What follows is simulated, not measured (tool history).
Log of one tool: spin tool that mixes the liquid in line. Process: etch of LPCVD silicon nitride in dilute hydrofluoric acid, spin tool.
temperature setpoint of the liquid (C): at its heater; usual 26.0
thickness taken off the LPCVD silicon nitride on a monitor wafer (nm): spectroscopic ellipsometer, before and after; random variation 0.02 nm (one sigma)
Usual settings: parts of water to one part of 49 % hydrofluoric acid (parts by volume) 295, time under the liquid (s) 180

run    hour  temperature setpoint of the liquid (C)  parts of water to one part of 49 % hydrofluoric acid (parts by volume)  time under the liquid (s)  read-back film thickness of the LPCVD silicon nitride reference wafer, read on the same gauge (nm)  thickness taken off the LPCVD silicon nitride on a monitor wafer (nm)
  1     0.0                                    26.0                                                                     295                        180                                                                                              89.978                                                                  0.304
  2    52.1                                    26.0                                                                     295                        180                                                                                              89.999                                                                  0.297
      130.3  -- thermometer replaced
  3   139.5                                    26.0                                                                     240                         95                                                                                              90.021                                                                  0.190
  4   244.0                                    26.0                                                                     295                        180                                                                                              89.971                                                                  0.325
  5   330.5                                    26.0                                                                     295                        180                                                                                              89.980                                                                  0.331
  6   388.2                                    26.0                                                                     180                        180                                                                                              90.007                                                                  0.593
  7   476.7                                    26.0                                                                     180                        180                                                                                              90.006                                                                  0.500
  8   567.0                                    26.0                                                                     295                        180                                                                                              90.003                                                                  0.323
  9   667.7                                    26.0                                                                     295                        180                                                                                              89.976                                                                  0.354
 10   846.1                                    26.0                                                                     295                        180                                                                                              90.011                                                                  0.290
      897.2  -- gauge calibrated
 11   923.8                                    26.0                                                                     295                        180                                                                                              89.999                                                                  0.313
 12   999.6                                    26.0                                                                     295                        180                                                                                              89.985                                                                  0.319
 13  1061.9                                    26.0                                                                     295                        180                                                                                              90.042                                                                  0.361
 14  1115.0                                    26.0                                                                     295                        180                                                                                              90.004                                                                  0.316
 15  1167.2                                    26.0                                                                     295                        180                                                                                              89.998                                                                  0.332
 16  1217.3                                    26.0                                                                     295                        180                                                                                              90.054                                                                  0.327
 17  1313.7                                    26.0                                                                     340                        150                                                                                              90.056                                                                  0.229
 18  1382.4                                    24.5                                                                     175                        120                                                                                              89.989                                                                  0.351
 19  1483.5                                    23.5                                                                     295                        150                                                                                              90.032                                                                  0.253
 20  1568.1                                    26.0                                                                     190                        180                                                                                              90.045                                                                  0.529
 21  1625.6                                    28.5                                                                     380                        180                                                                                              89.990                                                                  0.317
     1630.2  -- hydrofluoric acid flow meter replaced
     1698.5  -- thermometer replaced
 22  1699.0                                    26.0                                                                     295                        180                                                                                              90.010                                                                  0.330
 23  1738.8                                    26.0                                                                     295                        180                                                                                              90.032                                                                  0.312
 24  1782.1                                    22.0                                                                     225                        290                                                                                              90.009                                                                  0.543
 25  1869.4                                    26.0                                                                     215                        280                                                                                              89.962                                                                  0.648
 26  1973.8                                    26.0                                                                     295                        180                                                                                              90.000                                                                  0.337
 27  2051.0                                    26.0                                                                     295                        180                                                                                              90.030                                                                  0.329
 28  2103.4                                    22.5                                                                     170                        105                                                                                              89.981                                                                  0.231
 29  2145.4                                    26.0                                                                     375                        265                                                                                              89.982                                                                  0.382
 30  2209.4                                    26.0                                                                     200                        180                                                                                              90.013                                                                  0.499
 31  2246.3                                    30.0                                                                     400                        240                                                                                              89.967                                                                  0.379
 32  2325.6                                    26.0                                                                     185                        180                                                                                              90.023                                                                  0.575
 33  2417.9                                    26.0                                                                     295                        180                                                                                              89.948                                                                  0.327

3 ways to go on from here, each from the tool as it stands after run 33. What would each give?
  A  2418.4                                    26.0                                                                     295                        180                                                                                                   ?                                                                      ?
  B  2418.4                                    26.0                                                                     295                        250                                                                                                   ?                                                                      ?
  C  2418.4                                    27.5                                                                     415                        265                                                                                                   ?                                                                      ?

run  read-back film thickness of the LPCVD silicon nitride reference wafer, read on the same gauge (nm)  thickness taken off the LPCVD silicon nitride on a monitor wafer (nm)
  A                                                                                              90.009                                                                  0.335
  B                                                                                              90.009                                                                  0.465
  C                                                                                              90.009                                                                  0.382
Without the tool's hidden state the same runs would have given:
run  thickness taken off the LPCVD silicon nitride on a monitor wafer (nm)
  A                                                                  0.335
  B                                                                  0.465
  C                                                                  0.382
